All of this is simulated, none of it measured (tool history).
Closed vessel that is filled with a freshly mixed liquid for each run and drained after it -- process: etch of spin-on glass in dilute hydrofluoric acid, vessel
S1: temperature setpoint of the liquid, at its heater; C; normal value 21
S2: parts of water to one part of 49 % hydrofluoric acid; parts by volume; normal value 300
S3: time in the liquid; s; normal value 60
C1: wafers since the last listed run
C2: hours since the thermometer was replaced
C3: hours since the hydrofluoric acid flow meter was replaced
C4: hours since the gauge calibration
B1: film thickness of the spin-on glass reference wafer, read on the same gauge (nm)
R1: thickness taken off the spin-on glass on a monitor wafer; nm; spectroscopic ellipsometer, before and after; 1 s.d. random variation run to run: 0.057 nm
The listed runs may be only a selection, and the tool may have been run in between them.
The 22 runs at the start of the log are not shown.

run 23 day=70.688 | S1=19 S2=300 S3=90 | C1=20210 C2=1064.8 C3=479.2 C4=237.8 | B1=50.03 | R1=10.78
run 24 day=73.5 | S1=21 S2=300 S3=60 | C1=9828 C2=1132.3 C3=546.7 C4=305.3 | B1=50.03 | R1=7.65
run 25 day=77.192 | S1=21 S2=300 S3=60 | C1=12901 C2=1220.9 C3=635.3 C4=393.9 | B1=50.01 | R1=7.64
run 26 day=80.154 | S1=17.5 S2=300 S3=60 | C1=10352 C2=1292 C3=706.4 C4=465 | B1=49.98 | R1=6.66
run 27 day=82.554 | S1=21 S2=215 S3=40 | C1=8387 C2=1349.6 C3=764 C4=522.6 | B1=50 | R1=7.62
run 28 day=86.488 | S1=17 S2=300 S3=95 | C1=13745 C2=1444 C3=858.4 C4=617 | B1=49.98 | R1=10.37
run 29 day=88.412 | S1=18 S2=340 S3=80 | C1=6727 C2=1490.2 C3=904.6 C4=663.2 | B1=50.03 | R1=7.69
run 30 day=90.312 | S1=25.5 S2=190 S3=45 | C1=6639 C2=1535.8 C3=950.2 C4=708.8 | B1=50.01 | R1=11.84
run 31 day=92.2 | S1=17 S2=175 S3=45 | C1=6596 C2=1581.1 C3=995.5 C4=754.1 | B1=50.05 | R1=9.35
run 32 day=95.45 | S1=23 S2=340 S3=35 | C1=11357 C2=1659.1 C3=1073.5 C4=832.1 | B1=49.97 | R1=4.04
run 33 day=97.038 | S1=21 S2=300 S3=60 | C1=5547 C2=1697.2 C3=1111.6 C4=870.2 | B1=50.03 | R1=7.54
run 34 day=100.146 | S1=17 S2=165 S3=60 | C1=10862 C2=1771.8 C3=1186.2 C4=944.8 | B1=49.98 | R1=13.29
run 35 day=102.858 | S1=25 S2=205 S3=90 | C1=9479 C2=1836.9 C3=1251.3 C4=1009.9 | B1=50.01 | R1=20.96

Branching from run 35: 3 alternative next runs. What would each branch give?
run A day=102.888 | S1=21 S2=435 S3=60 | C1=101 C2=1837.6 C3=1252 C4=1010.6 | B1=? | R1=?
run B day=102.888 | S1=18 S2=300 S3=35 | C1=101 C2=1837.6 C3=1252 C4=1010.6 | B1=? | R1=?
run C day=102.888 | S1=21 S2=300 S3=80 | C1=101 C2=1837.6 C3=1252 C4=1010.6 | B1=? | R1=?

run=A B1=50.04 R1=4.65
run=B B1=50.04 R1=3.97
run=C B1=50.04 R1=10.13
With the hidden condition removed and each run's random variation left untouched, the same runs would have given:
run=A R1=4.86
run=B R1=4.14
run=C R1=10.56
